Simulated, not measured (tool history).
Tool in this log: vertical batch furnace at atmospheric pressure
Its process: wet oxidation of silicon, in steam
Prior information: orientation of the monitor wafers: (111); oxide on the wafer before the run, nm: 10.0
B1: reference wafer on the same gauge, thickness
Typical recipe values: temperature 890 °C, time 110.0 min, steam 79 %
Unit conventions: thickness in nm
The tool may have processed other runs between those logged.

run 1 hour=0.0 | temperature=890 time=81.0 steam=83 | B1=316.21 | thickness=247.13
run 2 hour=30.5 | temperature=890 time=81.0 steam=83 | B1=316.04 | thickness=248.43
run 3 hour=46.1 | temperature=890 time=141.0 steam=71 | B1=316.01 | thickness=337.01
run 4 hour=66.3 | temperature=890 time=110.0 steam=79 | B1=315.43 | thickness=301.79
run 5 hour=91.4 | temperature=890 time=110.0 steam=79 | B1=315.72 | thickness=303.02
run 6 hour=123.4 | temperature=890 time=110.0 steam=79 | B1=316.38 | thickness=304.02
-- hour=131.6 gauge calibrated
run 7 hour=153.1 | temperature=890 time=110.0 steam=79 | B1=316.15 | thickness=302.51
run 8 hour=169.8 | temperature=890 time=110.0 steam=79 | B1=316.26 | thickness=303.82
run 9 hour=186.1 | temperature=890 time=121.5 steam=79 | B1=315.86 | thickness=329.13
run 10 hour=209.3 | temperature=890 time=121.5 steam=79 | B1=315.70 | thickness=329.45
run 11 hour=226.9 | temperature=890 time=110.0 steam=74 | B1=316.51 | thickness=289.98
run 12 hour=245.1 | temperature=873 time=89.5 steam=79 | B1=315.95 | thickness=212.61
run 13 hour=257.2 | temperature=872 time=110.0 steam=70 | B1=316.01 | thickness=225.84
-- hour=297.0 steam generator serviced
-- hour=314.5 thermocouples replaced and temperature profile calibrated
run 14 hour=315.0 | temperature=890 time=110.0 steam=79 | B1=316.02 | thickness=290.26
run 15 hour=321.3 | temperature=890 time=88.0 steam=79 | B1=315.85 | thickness=243.38
-- hour=323.0 gauge calibrated
run 16 hour=327.6 | temperature=903 time=84.0 steam=88 | B1=316.04 | thickness=293.72
run 17 hour=333.9 | temperature=890 time=110.0 steam=79 | B1=316.37 | thickness=289.80
run 18 hour=363.1 | temperature=890 time=110.0 steam=90 | B1=315.62 | thickness=321.79
run 19 hour=394.6 | temperature=898 time=143.0 steam=75 | B1=315.95 | thickness=369.76
run 20 hour=413.5 | temperature=867 time=73.0 steam=82 | B1=316.03 | thickness=161.45
run 21 hour=436.4 | temperature=890 time=110.0 steam=79 | B1=315.92 | thickness=289.21

Predict each of these 3 candidate next runs independently; none follows another, all start after run 21:
run A hour=442.8 | temperature=890 time=110.0 steam=79 | B1=? | thickness=?
run B hour=442.8 | temperature=890 time=161.0 steam=79 | B1=? | thickness=?
run C hour=442.8 | temperature=873 time=110.0 steam=84 | B1=? | thickness=?

run=A B1=315.87 thickness=290.05
run=B B1=315.87 thickness=386.26
run=C B1=315.87 thickness=248.88
Had the tool no hidden state, the same runs would have come out as:
run=A thickness=288.14
run=B thickness=383.91
run=C thickness=247.04
